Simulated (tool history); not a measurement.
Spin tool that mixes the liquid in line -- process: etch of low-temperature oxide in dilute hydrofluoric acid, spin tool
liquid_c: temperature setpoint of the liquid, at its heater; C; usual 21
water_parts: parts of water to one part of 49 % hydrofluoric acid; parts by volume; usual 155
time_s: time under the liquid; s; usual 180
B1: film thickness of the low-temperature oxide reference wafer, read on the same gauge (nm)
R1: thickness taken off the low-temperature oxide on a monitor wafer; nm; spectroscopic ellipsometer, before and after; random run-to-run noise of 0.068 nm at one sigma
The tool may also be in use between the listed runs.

run 1 hour=0 | liquid_c=21 water_parts=155 time_s=180 | B1=80 | R1=11.05
run 2 hour=67.3 | liquid_c=21 water_parts=155 time_s=180 | B1=80 | R1=11.02
run 3 hour=94.6 | liquid_c=21 water_parts=155 time_s=180 | B1=79.98 | R1=11.06
run 4 hour=152.1 | liquid_c=21 water_parts=155 time_s=180 | B1=79.99 | R1=11
run 5 hour=220.5 | liquid_c=21 water_parts=175 time_s=100 | B1=80.01 | R1=5.26
run 6 hour=289.4 | liquid_c=21 water_parts=175 time_s=100 | B1=80.02 | R1=5.3
run 7 hour=350.9 | liquid_c=21 water_parts=175 time_s=100 | B1=80.01 | R1=5.28
run 8 hour=391.8 | liquid_c=21 water_parts=155 time_s=180 | B1=80 | R1=10.88
-- hour=401.8 hydrofluoric acid flow meter replaced
run 9 hour=462.1 | liquid_c=21 water_parts=155 time_s=180 | B1=79.99 | R1=10.94
run 10 hour=494.1 | liquid_c=21 water_parts=155 time_s=180 | B1=79.99 | R1=10.94
-- hour=532.2 gauge calibrated
run 11 hour=536.7 | liquid_c=23.5 water_parts=115 time_s=210 | B1=79.98 | R1=19.73
run 12 hour=561.1 | liquid_c=25.5 water_parts=155 time_s=130 | B1=79.99 | R1=9.44
run 13 hour=599 | liquid_c=21 water_parts=175 time_s=100 | B1=80.01 | R1=5.25
-- hour=645.1 thermometer replaced
run 14 hour=681.3 | liquid_c=17 water_parts=155 time_s=260 | B1=80 | R1=12.83
run 15 hour=748.7 | liquid_c=21 water_parts=155 time_s=180 | B1=79.99 | R1=10.35
run 16 hour=778.6 | liquid_c=26 water_parts=180 time_s=265 | B1=80.03 | R1=15.61
-- hour=818.4 thermometer replaced, repeated, since the last time left the tool worse
run 17 hour=818.9 | liquid_c=25 water_parts=155 time_s=180 | B1=79.99 | R1=13.65
run 18 hour=845.1 | liquid_c=25.5 water_parts=130 time_s=90 | B1=79.99 | R1=8.5
run 19 hour=882.8 | liquid_c=18 water_parts=155 time_s=180 | B1=80 | R1=10.37
run 20 hour=952.4 | liquid_c=17 water_parts=85 time_s=180 | B1=80 | R1=19.36

Below are 4 alternative next runs, each starting from the tool's condition after run 20. Predict each:
run A hour=952.9 | liquid_c=21 water_parts=200 time_s=180 | B1=? | R1=?
run B hour=952.9 | liquid_c=18 water_parts=155 time_s=250 | B1=? | R1=?
run C hour=952.9 | liquid_c=25.5 water_parts=100 time_s=180 | B1=? | R1=?
run D hour=952.9 | liquid_c=22.5 water_parts=185 time_s=145 | B1=? | R1=?

run=A B1=80.02 R1=8.61
run=B B1=80.02 R1=14.33
run=C B1=80.02 R1=22.92
run=D B1=80.02 R1=8.06
What these runs would have given with no unlogged condition in the tool:
run=A R1=8.75
run=B R1=14.57
run=C R1=23.29
run=D R1=8.19
